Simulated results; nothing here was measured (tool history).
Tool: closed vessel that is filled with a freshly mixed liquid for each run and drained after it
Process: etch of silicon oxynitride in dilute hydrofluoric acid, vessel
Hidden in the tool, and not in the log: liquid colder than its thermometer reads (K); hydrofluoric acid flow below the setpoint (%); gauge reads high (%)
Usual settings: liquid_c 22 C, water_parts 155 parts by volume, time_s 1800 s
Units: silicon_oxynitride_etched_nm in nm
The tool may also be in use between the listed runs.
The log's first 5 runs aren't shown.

run    hour  liquid_c  water_parts  time_s  wafers since the last listed run  hours since the thermometer was replaced  hours since the hydrofluoric acid flow meter was replaced  hours since the gauge calibration  read-back film thickness of the silicon oxynitride reference wafer, read on the same gauge (nm)  silicon_oxynitride_etched_nm
  6   313.9        22          155    1800                              7368                                       493                                                       1703                              733.3                                                                                           149.97                          22.2
  7   350.2        22          130    1800                              1826                                     529.3                                                     1739.3                              769.6                                                                                           149.97                         26.23
  8   381.2        22          130    1800                              1560                                     560.3                                                     1770.3                              800.6                                                                                              150                         26.67
  9   420.5        22          130    1800                              1977                                     599.6                                                     1809.6                              839.9                                                                                           150.01                         26.51
      454.1  -- thermometer replaced
 10   470.6        22          115    1800                              2471                                      16.5                                                     1859.7                                890                                                                                           150.02                         32.12
 11   505.3        22          115    1800                              1746                                      51.2                                                     1894.4                              924.7                                                                                              150                            32
 12   555.2        22           95    1575                              2511                                     101.1                                                     1944.3                              974.6                                                                                           149.99                         34.91
      559.3  -- hydrofluoric acid flow meter replaced
 13   598.4        22           95    1575                              2123                                     144.3                                                       39.1                             1017.8                                                                                              150                         34.45
 14   651.9        22          155    1800                              2692                                     197.8                                                       92.6                             1071.3                                                                                              150                         22.62
 15   705.4        22          155    1800                              2692                                     251.3                                                      146.1                             1124.8                                                                                           149.99                         23.05
 16   775.7      23.5          230    1800                              3538                                     321.6                                                      216.4                             1195.1                                                                                           149.98                         15.48
 17   811.6        17          190    2485                              1806                                     357.5                                                      252.3                               1231                                                                                              150                         19.12
 18   867.1        22          205    2730                              2793                                       413                                                      307.8                             1286.5                                                                                           150.01                         24.74
 19   901.8        17          190    2485                              1746                                     447.7                                                      342.5                             1321.2                                                                                              150                         19.12
 20   972.2        17          100    1300                              3543                                     518.1                                                      412.9                             1391.6                                                                                           150.03                         19.76
 21  1010.2        26          100    1415                              1912                                     556.1                                                      450.9                             1429.6                                                                                              150                          33.8
 22  1037.1        22          190    1800                              1353                                       583                                                      477.8                             1456.5                                                                                           150.01                         17.06
 23  1087.6        20          155    1390                              2541                                     633.5                                                      528.3                               1507                                                                                           150.01                         15.07
     1107.2  -- thermometer replaced
     1137.7  -- gauge calibrated
 24  1141.9        17          225    2545                              2682                                      34.7                                                      582.6                                4.2                                                                                           149.98                          17.3
 25  1204.4        22          155    1800                              3145                                      97.2                                                      645.1                               66.7                                                                                              150                         23.05
 26  1231.9        22          155    1800                              1384                                     124.7                                                      672.6                               94.2                                                                                              150                         23.07
 27    1288        25          175    1070                              2823                                     180.8                                                      728.7                              150.3                                                                                              150                         13.41
 28  1338.9        22          125    2155                              2561                                     231.7                                                      779.6                              201.2                                                                                           149.98                         34.08
 29  1488.4        25          155    1800                              7524                                     381.2                                                      929.1                              350.7                                                                                              150                         25.69
 30  1520.6        22          115     830                              1620                                     413.4                                                      961.3                              382.9                                                                                              150                         14.06

5 ways to go on from here, each from the tool as it stands after run 30. What would each give?
  A  1521.8      19.5          155    1800                                60                                     414.6                                                      962.5                              384.1                                                                                                ?                             ?
  B  1521.8        20          130    1140                                60                                     414.6                                                      962.5                              384.1                                                                                                ?                             ?
  C  1521.8        22          155    1360                                60                                     414.6                                                      962.5                              384.1                                                                                                ?                             ?
  D  1521.8        26           80    2315                                60                                     414.6                                                      962.5                              384.1                                                                                                ?                             ?
  E  1521.8      19.5           95    1170                                60                                     414.6                                                      962.5                              384.1                                                                                                ?                             ?

run  read-back film thickness of the silicon oxynitride reference wafer, read on the same gauge (nm)  silicon_oxynitride_etched_nm
  A                                                                                           149.98                         19.36
  B                                                                                           149.98                         15.22
  C                                                                                           149.98                         16.48
  D                                                                                           149.98                         69.66
  E                                                                                           149.98                         21.36
Without the tool's hidden state the same runs would have given:
run  silicon_oxynitride_etched_nm
  A                         20.68
  B                         16.27
  C                         17.58
  D                         74.33
  E                         22.86
